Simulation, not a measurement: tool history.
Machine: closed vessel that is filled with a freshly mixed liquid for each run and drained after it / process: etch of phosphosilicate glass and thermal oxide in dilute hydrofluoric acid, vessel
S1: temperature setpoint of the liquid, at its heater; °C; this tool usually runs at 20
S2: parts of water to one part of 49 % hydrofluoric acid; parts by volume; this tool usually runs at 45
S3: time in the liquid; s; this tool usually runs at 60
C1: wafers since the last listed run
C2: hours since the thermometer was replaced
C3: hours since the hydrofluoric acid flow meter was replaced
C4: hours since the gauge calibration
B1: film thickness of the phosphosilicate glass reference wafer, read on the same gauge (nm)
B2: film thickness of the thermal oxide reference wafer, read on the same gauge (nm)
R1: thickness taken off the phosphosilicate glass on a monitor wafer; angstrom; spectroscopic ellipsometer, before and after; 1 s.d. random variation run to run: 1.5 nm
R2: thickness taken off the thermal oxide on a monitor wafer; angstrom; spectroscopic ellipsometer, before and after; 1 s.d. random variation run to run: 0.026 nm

run,hour,S1,S2,S3,C1,C2,C3,C4,B1,B2,R1,R2
1,0,20,45,60,0,107.7,1417.2,507.7,59.97,90.01,1964.3,51.1
2,30.2,20,45,60,3852,137.9,1447.4,537.9,60,90.02,1950.5,51.3
3,45.3,20,45,75,1926,153,1462.5,553,60.03,90.01,2465,64.3
4,75.4,20,45,60,3839,183.1,1492.6,583.1,60.01,90.02,1938.3,50.9
5,95.9,20,55,50,2615,203.6,1513.1,603.6,60.02,89.99,1330.2,34.2
6,131.7,17,40,45,4567,239.4,1548.9,639.4,59.99,90.03,1445.2,38.3
7,144.5,20,45,60,1632,252.2,1561.7,652.2,60.02,89.97,1950,50.4
8,179.7,23.5,45,90,4490,287.4,1596.9,687.4,60,90.01,3378.3,87.6
9,194.9,25,35,90,1939,302.6,1612.1,702.6,60.02,89.97,4698.3,121.7
# hour 200.1: hydrofluoric acid flow meter replaced
10,229.2,17,45,60,4248,336.9,29.1,736.9,59.98,89.99,1952.1,51.9
11,260.4,20,30,90,3980,368.1,60.3,768.1,60.01,89.98,5133.2,133.9
12,276.2,20,45,60,2015,383.9,76.1,783.9,59.98,90.01,2206.4,58.1
# hour 308.8: gauge calibrated
13,308.9,24,45,70,4171,416.6,108.8,0.1,59.99,90.01,3076.4,80.5
14,327.6,18.5,55,35,2385,435.3,127.5,18.8,60.01,89.99,983,25.6
15,358.6,20,65,60,3954,466.3,158.5,49.8,59.97,89.99,1485.7,39.1
16,384.6,25,35,95,3316,492.3,184.5,75.8,59.97,90.01,5665.8,146.6
17,400.4,20,45,60,2015,508.1,200.3,91.6,59.99,90.01,2197.2,57.8

The next listed run, before its measurement:
18,422.2,18,40,60,2781,529.9,222.1,113.4,?,?,?,?

B1: 60
B2: 90
R1: 2312.6 angstrom
R2: 59.7 angstrom
The same run, on a tool lacking any hidden state, would have yielded R1 2356.2 angstrom, R2 60.8 angstrom.
